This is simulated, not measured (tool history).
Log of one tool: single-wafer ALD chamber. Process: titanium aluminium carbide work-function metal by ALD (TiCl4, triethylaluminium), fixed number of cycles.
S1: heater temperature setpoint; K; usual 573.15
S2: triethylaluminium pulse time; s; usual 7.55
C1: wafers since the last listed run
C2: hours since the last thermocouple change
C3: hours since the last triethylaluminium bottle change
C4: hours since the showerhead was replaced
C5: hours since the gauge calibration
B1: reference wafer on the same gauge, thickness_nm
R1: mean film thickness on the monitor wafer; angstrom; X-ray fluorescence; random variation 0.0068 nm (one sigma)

Run 1, hour 0.0: usual settings; C1 0; C2 829.4; C3 1419.1; C4 3580.5; C5 54.4; B1 2.271. Result: R1 21.00 angstrom.
Run 2, hour 18.0: usual settings; C1 278; C2 847.4; C3 1437.1; C4 3598.5; C5 72.4; B1 2.270. Result: R1 21.17 angstrom.
Run 3, hour 31.5: usual settings; C1 208; C2 860.9; C3 1450.6; C4 3612.0; C5 85.9; B1 2.270. Result: R1 21.02 angstrom.
Run 4, hour 79.3: usual settings but S1 569.15 K, S2 9.54 s; C1 738; C2 908.7; C3 1498.4; C4 3659.8; C5 133.7; B1 2.271. Result: R1 21.50 angstrom.
Run 5, hour 107.0: usual settings but S1 569.15 K, S2 9.54 s; C1 428; C2 936.4; C3 1526.1; C4 3687.5; C5 161.4; B1 2.270. Result: R1 21.52 angstrom.
Run 6, hour 140.8: usual settings but S1 569.15 K, S2 9.54 s; C1 522; C2 970.2; C3 1559.9; C4 3721.3; C5 195.2; B1 2.270. Result: R1 21.60 angstrom.
Run 7, hour 169.9: usual settings but S1 562.15 K; C1 449; C2 999.3; C3 1589.0; C4 3750.4; C5 224.3; B1 2.270. Result: R1 20.06 angstrom.
Run 8, hour 184.4: usual settings but S1 562.15 K; C1 224; C2 1013.8; C3 1603.5; C4 3764.9; C5 238.8; B1 2.272. Result: R1 20.17 angstrom.
Run 9, hour 204.7: usual settings; C1 313; C2 1034.1; C3 1623.8; C4 3785.2; C5 259.1; B1 2.270. Result: R1 21.09 angstrom.
At hour 254.5: triethylaluminium bottle replaced.
At hour 259.5: showerhead replaced.
Run 10, hour 260.0: usual settings but S1 561.15 K, S2 5.59 s; C1 654; C2 1089.4; C3 5.5; C4 0.5; C5 314.4; B1 2.270. Result: R1 18.66 angstrom.

Run 11 comes next. What will it give?
Run 11, hour 281.1: usual settings but S1 569.15 K; C1 326; C2 1110.5; C3 26.6; C4 21.6; C5 335.5; B1 ?. Result: R1 ?.

Run 11 gave B1 2.270, R1 20.80 angstrom.
Without the tool's hidden state the same run would have given R1 20.24 angstrom.
